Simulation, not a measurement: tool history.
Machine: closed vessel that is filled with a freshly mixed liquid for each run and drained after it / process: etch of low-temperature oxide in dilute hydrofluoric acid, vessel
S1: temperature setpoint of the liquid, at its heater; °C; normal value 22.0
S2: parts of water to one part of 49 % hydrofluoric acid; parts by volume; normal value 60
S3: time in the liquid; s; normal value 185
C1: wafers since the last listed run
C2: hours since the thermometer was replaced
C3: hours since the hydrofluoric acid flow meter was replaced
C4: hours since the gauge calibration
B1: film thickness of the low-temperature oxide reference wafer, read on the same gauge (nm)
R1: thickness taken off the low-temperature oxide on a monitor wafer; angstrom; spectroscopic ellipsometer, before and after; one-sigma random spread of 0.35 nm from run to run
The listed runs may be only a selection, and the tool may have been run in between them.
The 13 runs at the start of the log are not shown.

run   hour    S1  S2   S3     C1      C2     C3     C4     B1     R1
 14  313.7  22.0  60  185   1491   987.4   63.4   39.8  80.01  406.9
 15  335.1  22.0  60  150   2364  1008.8   84.8   61.2  79.99  335.7
 16  370.3  17.5  60   75   3888  1044.0  120.0   96.4  79.97  138.9
 17  405.4  22.0  60  140   3877  1079.1  155.1  131.5  79.97  311.5
 18  502.1  22.0  35  185  10683  1175.8  251.8  228.2  79.97  739.1
 19  524.8  22.0  85  185   2507  1198.5  274.5  250.9  80.02  281.8
 20  557.6  25.0  85   85   3623  1231.3  307.3  283.7  80.00  146.3
     593.2  -- thermometer replaced
 21  593.7  22.0  50  185   3877     0.5  343.4  319.8  79.99  466.6
 22  631.8  22.0  60   90   4209    38.6  381.5  357.9  79.99  184.0
 23  653.8  18.5  60  295   2430    60.6  403.5  379.9  80.00  525.1
 24  667.2  27.0  80  185   1480    74.0  416.9  393.3  79.99  342.8
 25  696.7  22.0  60  185   3259   103.5  446.4  422.8  80.03  385.5
 26  714.3  26.0  75  185   1944   121.1  464.0  440.4  79.97  353.7
 27  738.7  22.0  60  145   2695   145.5  488.4  464.8  80.00  302.8
 28  774.1  22.0  60  115   3910   180.9  523.8  500.2  79.97  242.6
 29  796.6  22.0  40  270   2485   203.4  546.3  522.7  80.06  859.9
 30  828.2  22.0  60  185   3491   235.0  577.9  554.3  79.99  389.3
 31  855.5  22.0  60  185   3016   262.3  605.2  581.6  80.06  395.1
 32  889.1  22.0  60  185   3712   295.9  638.8  615.2  80.01  383.0

Branching from run 32: 4 alternative next runs. What would each branch give?
  A  889.8  19.0  60  185  77  296.6  639.5  615.9   ?   ?
  B  889.8  18.5  60  115  77  296.6  639.5  615.9   ?   ?
  C  889.8  20.0  50  185  77  296.6  639.5  615.9   ?   ?
  D  889.8  22.0  60  285  77  296.6  639.5  615.9   ?   ?

run     B1     R1
  A  80.01  346.7
  B  80.01  211.0
  C  80.01  439.2
  D  80.01  605.3
Without the tool's unlogged condition, the same runs would have read:
run     R1
  A  335.1
  B  203.9
  C  424.6
  D  585.6

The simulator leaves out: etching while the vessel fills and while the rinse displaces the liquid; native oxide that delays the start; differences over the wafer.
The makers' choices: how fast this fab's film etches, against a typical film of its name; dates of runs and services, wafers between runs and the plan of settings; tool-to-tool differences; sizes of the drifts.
